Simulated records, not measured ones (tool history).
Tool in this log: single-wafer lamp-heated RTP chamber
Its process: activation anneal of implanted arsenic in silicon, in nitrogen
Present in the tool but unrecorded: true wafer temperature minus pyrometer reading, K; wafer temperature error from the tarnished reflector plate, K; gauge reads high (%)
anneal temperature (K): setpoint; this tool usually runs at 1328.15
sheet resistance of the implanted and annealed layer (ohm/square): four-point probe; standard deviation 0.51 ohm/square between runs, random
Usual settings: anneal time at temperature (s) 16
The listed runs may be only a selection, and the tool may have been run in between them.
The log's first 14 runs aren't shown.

run	hour	anneal temperature (K)	anneal time at temperature (s)	wafers since the last listed run	wafers since the last pyrometer calibration	wafers since the reflector plate was cleaned	hours since the gauge calibration	read-back reference wafer on the same gauge, sheet resistance	sheet resistance of the implanted and annealed layer (ohm/square)
15	761.2	1351.15	22	493	2828	4500	1156.4	112.51	124.63
16	950.6	1309.15	20	2354	5183	6854	1345.8	112.74	130.14
# hour 967.9: pyrometer window cleaned and pyrometer calibrated
# hour 996.3: reflector plate cleaned
17	1000.1	1357.15	22	416	301	47	1395.3	112.88	123.47
18	1041.7	1314.15	23	517	818	564	1436.9	112.61	129.09
19	1094.2	1298.15	23	652	1471	1216	1489.4	112.71	131.00
20	1151.2	1353.15	21	708	2179	1925	1546.4	112.79	124.35
21	1182.9	1351.15	22	394	2573	2319	1578.1	112.81	123.61
22	1238.3	1328.15	16	688	3262	3008	1633.5	112.76	128.83
23	1280.5	1328.15	16	524	3787	3532	1675.7	112.78	129.10
# hour 1341.8: gauge calibrated
24	1350.8	1328.15	21	873	4661	4406	9.0	110.51	125.49
# hour 1411.1: pyrometer window cleaned and pyrometer calibrated
25	1411.6	1336.15	16	656	6	5063	69.8	111.00	127.30
26	1469.5	1355.15	16	719	726	5782	127.7	111.21	123.23
27	1523.3	1314.15	16	668	1395	6451	181.5	111.33	128.99
28	1595.0	1353.15	16	891	2286	7342	253.2	111.75	124.19
29	1640.4	1328.15	7	564	2850	7907	298.6	112.00	132.26
30	1692.6	1354.15	19	648	3499	8556	350.8	112.10	123.87
31	1727.2	1314.15	18	430	3930	8986	385.4	112.07	130.16
# hour 1760.5: reflector plate cleaned
32	1761.0	1328.15	16	320	4250	5	419.2	112.28	129.07
33	1821.8	1304.15	19	755	5006	761	480.0	112.54	130.10
# hour 1835.6: pyrometer window cleaned and pyrometer calibrated
34	1850.8	1328.15	16	261	189	1022	509.0	112.63	128.92
35	1917.0	1319.15	24	822	1012	1845	575.2	112.78	127.95
36	1944.0	1303.15	23	335	1347	2181	602.2	112.59	129.77
37	2000.9	1328.15	16	707	2055	2888	659.1	112.85	129.24

Here are 3 independent what-if runs from the current tool condition. What would each one return?
A	2001.3	1328.15	16	4	2059	2893	659.5	?	?
B	2001.3	1348.15	12	4	2059	2893	659.5	?	?
C	2001.3	1328.15	24	4	2059	2893	659.5	?	?

run	read-back reference wafer on the same gauge, sheet resistance	sheet resistance of the implanted and annealed layer (ohm/square)
A	112.75	127.79
B	112.75	127.10
C	112.75	125.47
Without the tool's hidden state the same runs would have given:
run	sheet resistance of the implanted and annealed layer (ohm/square)
A	124.63
B	123.95
C	122.37

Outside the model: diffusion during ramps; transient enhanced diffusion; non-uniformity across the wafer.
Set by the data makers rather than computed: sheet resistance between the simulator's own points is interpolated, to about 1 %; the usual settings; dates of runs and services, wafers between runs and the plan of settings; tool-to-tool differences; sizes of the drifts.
